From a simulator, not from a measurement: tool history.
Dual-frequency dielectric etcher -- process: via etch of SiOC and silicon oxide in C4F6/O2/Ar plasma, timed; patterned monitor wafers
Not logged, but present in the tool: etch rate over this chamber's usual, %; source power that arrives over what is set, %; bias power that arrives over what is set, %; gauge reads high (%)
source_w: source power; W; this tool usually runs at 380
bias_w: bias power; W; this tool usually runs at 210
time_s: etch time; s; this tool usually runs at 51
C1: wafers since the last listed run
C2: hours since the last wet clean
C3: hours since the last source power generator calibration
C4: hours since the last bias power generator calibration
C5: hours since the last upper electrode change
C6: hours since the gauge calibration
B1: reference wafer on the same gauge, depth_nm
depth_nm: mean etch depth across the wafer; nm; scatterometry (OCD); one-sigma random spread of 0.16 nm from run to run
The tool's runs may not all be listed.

Run 1, day 0: usual settings; C1 0; C2 159.2; C3 2367.6; C4 4372.1; C5 3222.3; C6 872.5; B1 52.9. Result: depth_nm 64.4 nm.
Run 2, day 1.512: usual settings; C1 604; C2 195.5; C3 2403.9; C4 4408.4; C5 3258.6; C6 908.8; B1 52.9. Result: depth_nm 64.4 nm.
Run 3, day 2.296: usual settings but source_w 350 W; C1 313; C2 214.3; C3 2422.7; C4 4427.2; C5 3277.4; C6 927.6; B1 53. Result: depth_nm 62.6 nm.
Run 4, day 3.129: usual settings but source_w 350 W; C1 333; C2 234.3; C3 2442.7; C4 4447.2; C5 3297.4; C6 947.6; B1 52.9. Result: depth_nm 62.4 nm.
Run 5, day 4.133: usual settings but source_w 420 W, bias_w 180 W; C1 401; C2 258.4; C3 2466.8; C4 4471.3; C5 3321.5; C6 971.7; B1 52.9. Result: depth_nm 62.7 nm.
Run 6, day 4.758: usual settings but source_w 420 W, bias_w 180 W; C1 249; C2 273.4; C3 2481.8; C4 4486.3; C5 3336.5; C6 986.7; B1 53. Result: depth_nm 62.5 nm.
Run 7, day 6.096: usual settings but source_w 420 W, bias_w 180 W; C1 534; C2 305.5; C3 2513.9; C4 4518.4; C5 3368.6; C6 1018.8; B1 52.9. Result: depth_nm 62.3 nm.
Run 8, day 6.608: usual settings but source_w 440 W; C1 204; C2 317.8; C3 2526.2; C4 4530.7; C5 3380.9; C6 1031.1; B1 52.9. Result: depth_nm 67.1 nm.
Run 9, day 8.008: usual settings; C1 559; C2 351.4; C3 2559.8; C4 4564.3; C5 3414.5; C6 1064.7; B1 52.9. Result: depth_nm 64 nm.
Run 10, day 9.383: usual settings but source_w 480 W, bias_w 237 W, time_s 36 s; C1 549; C2 384.4; C3 2592.8; C4 4597.3; C5 3447.5; C6 1097.7; B1 52.9. Result: depth_nm 51 nm.
At day 10.325: source power generator calibrated.
Run 11, day 10.6: usual settings; C1 419; C2 413.6; C3 6.6; C4 4626.5; C5 3476.7; C6 1126.9; B1 52.9. Result: depth_nm 63.5 nm.
At day 11.85: wet clean of the chamber.
Run 12, day 11.871: usual settings but source_w 420 W, time_s 60.5 s; C1 108; C2 0.5; C3 37.1; C4 4657; C5 3507.2; C6 1157.4; B1 53. Result: depth_nm 80 nm.
Run 13, day 12.967: usual settings but bias_w 230 W; C1 438; C2 26.8; C3 63.4; C4 4683.3; C5 3533.5; C6 1183.7; B1 52.8. Result: depth_nm 67.5 nm.
Run 14, day 13.754: usual settings; C1 314; C2 45.7; C3 82.3; C4 4702.2; C5 3552.4; C6 1202.6; B1 52.9. Result: depth_nm 65.2 nm.
Run 15, day 14.267: usual settings; C1 204; C2 58; C3 94.6; C4 4714.5; C5 3564.7; C6 1214.9; B1 52.9. Result: depth_nm 65.2 nm.
At day 15.025: gauge calibrated.
Run 16, day 15.221: usual settings but source_w 320 W, bias_w 251 W; C1 381; C2 80.9; C3 117.5; C4 4737.4; C5 3587.6; C6 4.7; B1 52.9. Result: depth_nm 65.7 nm.
Run 17, day 16.167: usual settings but source_w 310 W, bias_w 195 W, time_s 57 s; C1 378; C2 103.6; C3 140.2; C4 4760.1; C5 3610.3; C6 27.4; B1 52.9. Result: depth_nm 65.6 nm.
At day 16.925: bias power generator calibrated.
Run 18, day 16.958: usual settings but source_w 430 W; C1 249; C2 122.6; C3 159.2; C4 0.8; C5 3629.3; C6 46.4; B1 52.9. Result: depth_nm 67.7 nm.
Run 19, day 17.604: usual settings but source_w 290 W, bias_w 237 W, time_s 60 s; C1 258; C2 138.1; C3 174.7; C4 16.3; C5 3644.8; C6 61.9; B1 52.9. Result: depth_nm 72.9 nm.
At day 19.125: upper electrode replaced.
Run 20, day 19.146: usual settings but source_w 310 W, bias_w 161 W, time_s 41.5 s; C1 216; C2 175.1; C3 211.7; C4 53.3; C5 0.5; C6 98.9; B1 52.9. Result: depth_nm 44.2 nm.
Run 21, day 19.358: usual settings but source_w 350 W, time_s 41.5 s; C1 84; C2 180.2; C3 216.8; C4 58.4; C5 5.6; C6 104; B1 52.9. Result: depth_nm 51.2 nm.
Run 22, day 20.429: usual settings but source_w 350 W; C1 428; C2 205.9; C3 242.5; C4 84.1; C5 31.3; C6 129.7; B1 53. Result: depth_nm 62.9 nm.
Run 23, day 21.792: usual settings but source_w 450 W, bias_w 246 W; C1 544; C2 238.6; C3 275.2; C4 116.8; C5 64; C6 162.4; B1 53. Result: depth_nm 72.6 nm.
Run 24, day 23.121: usual settings; C1 531; C2 270.5; C3 307.1; C4 148.7; C5 95.9; C6 194.3; B1 52.9. Result: depth_nm 64.2 nm.
Run 25, day 24.179: usual settings but source_w 300 W, time_s 39.5 s; C1 423; C2 295.9; C3 332.5; C4 174.1; C5 121.3; C6 219.7; B1 52.9. Result: depth_nm 45.8 nm.
Run 26, day 25.262: usual settings; C1 433; C2 321.9; C3 358.5; C4 200.1; C5 147.3; C6 245.7; B1 52.9. Result: depth_nm 64 nm.
Run 27, day 26.1: usual settings but source_w 350 W, bias_w 167 W, time_s 61 s; C1 334; C2 342; C3 378.6; C4 220.2; C5 167.4; C6 265.8; B1 52.9. Result: depth_nm 68.2 nm.
Run 28, day 27.396: usual settings; C1 518; C2 373.1; C3 409.7; C4 251.3; C5 198.5; C6 296.9; B1 52.8. Result: depth_nm 63.6 nm.
Run 29, day 28.342: usual settings but bias_w 167 W, time_s 60.5 s; C1 378; C2 395.8; C3 432.4; C4 274; C5 221.2; C6 319.6; B1 52.9. Result: depth_nm 69.2 nm.
At day 29.429: wet clean of the chamber.
Run 30, day 29.45: usual settings; C1 43; C2 0.5; C3 459; C4 300.6; C5 247.8; C6 346.2; B1 52.9. Result: depth_nm 65.3 nm.
Run 31, day 30.575: usual settings but source_w 470 W, bias_w 170 W, time_s 66.5 s; C1 449; C2 27.5; C3 486; C4 327.6; C5 274.8; C6 373.2; B1 52.9. Result: depth_nm 84 nm.

Predict each of these 3 candidate next runs independently; none follows another, all start after run 31:
Run A, day 30.592: usual settings but time_s 47 s; C1 6; C2 27.9; C3 486.4; C4 328; C5 275.2; C6 373.6; B1 ?. Result: depth_nm ?.
Run B, day 30.592: usual settings but source_w 430 W, bias_w 194 W, time_s 42 s; C1 6; C2 27.9; C3 486.4; C4 328; C5 275.2; C6 373.6; B1 ?. Result: depth_nm ?.
Run C, day 30.592: usual settings but source_w 450 W; C1 6; C2 27.9; C3 486.4; C4 328; C5 275.2; C6 373.6; B1 ?. Result: depth_nm ?.

run    B1  depth_nm
  A  52.9      60.1
  B  52.9      54.3
  C  52.9      69.1
With no hidden state in the tool, these same runs would have given:
run  depth_nm
  A      60.1
  B      54.3
  C      69.1
